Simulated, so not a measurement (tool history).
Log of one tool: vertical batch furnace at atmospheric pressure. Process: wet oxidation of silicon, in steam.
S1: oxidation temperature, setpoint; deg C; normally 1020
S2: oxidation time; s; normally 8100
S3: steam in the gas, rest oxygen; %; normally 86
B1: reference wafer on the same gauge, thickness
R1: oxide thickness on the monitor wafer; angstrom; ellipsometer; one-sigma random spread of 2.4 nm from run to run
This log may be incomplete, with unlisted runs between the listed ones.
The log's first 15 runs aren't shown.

{"hour": 667.2, "done": "gauge calibrated"}
{"hour": 726.0, "done": "steam generator serviced"}
{"run": 16, "hour": 726.5, "S1": 1020, "S2": 8100, "S3": 86, "B1": 683.77, "R1": 7069.0}
{"run": 17, "hour": 764.1, "S1": 1020, "S2": 8100, "S3": 86, "B1": 682.57, "R1": 7013.5}
{"run": 18, "hour": 804.4, "S1": 1020, "S2": 8100, "S3": 86, "B1": 682.68, "R1": 7047.6}
{"run": 19, "hour": 829.0, "S1": 1020, "S2": 6600, "S3": 86, "B1": 683.44, "R1": 6234.4}
{"run": 20, "hour": 885.5, "S1": 1020, "S2": 8100, "S3": 77, "B1": 683.26, "R1": 6556.4}
{"run": 21, "hour": 1020.0, "S1": 1020, "S2": 8100, "S3": 86, "B1": 682.8, "R1": 7015.1}
{"run": 22, "hour": 1071.7, "S1": 1020, "S2": 10110, "S3": 91, "B1": 683.89, "R1": 8241.0}
{"run": 23, "hour": 1096.6, "S1": 1011, "S2": 8100, "S3": 79, "B1": 682.25, "R1": 6309.3}
{"hour": 1146.7, "done": "thermocouples replaced and temperature profile calibrated"}
{"run": 24, "hour": 1168.0, "S1": 1020, "S2": 10440, "S3": 81, "B1": 683.46, "R1": 7826.1}
{"run": 25, "hour": 1228.7, "S1": 1020, "S2": 8100, "S3": 86, "B1": 682.69, "R1": 6940.5}
{"run": 26, "hour": 1290.6, "S1": 1010, "S2": 4530, "S3": 93, "B1": 683.69, "R1": 4780.4}

Estimate the outcome of run 27 from the log above:
{"run": 27, "hour": 1319.0, "S1": 1020, "S2": 6840, "S3": 86, "B1": "?", "R1": "?"}

B1: 682.85
R1: 6216.7 angstrom
Take away the tool's hidden state, keep the run-to-run variation as it was, and the same run would have given R1 6361.6 angstrom.

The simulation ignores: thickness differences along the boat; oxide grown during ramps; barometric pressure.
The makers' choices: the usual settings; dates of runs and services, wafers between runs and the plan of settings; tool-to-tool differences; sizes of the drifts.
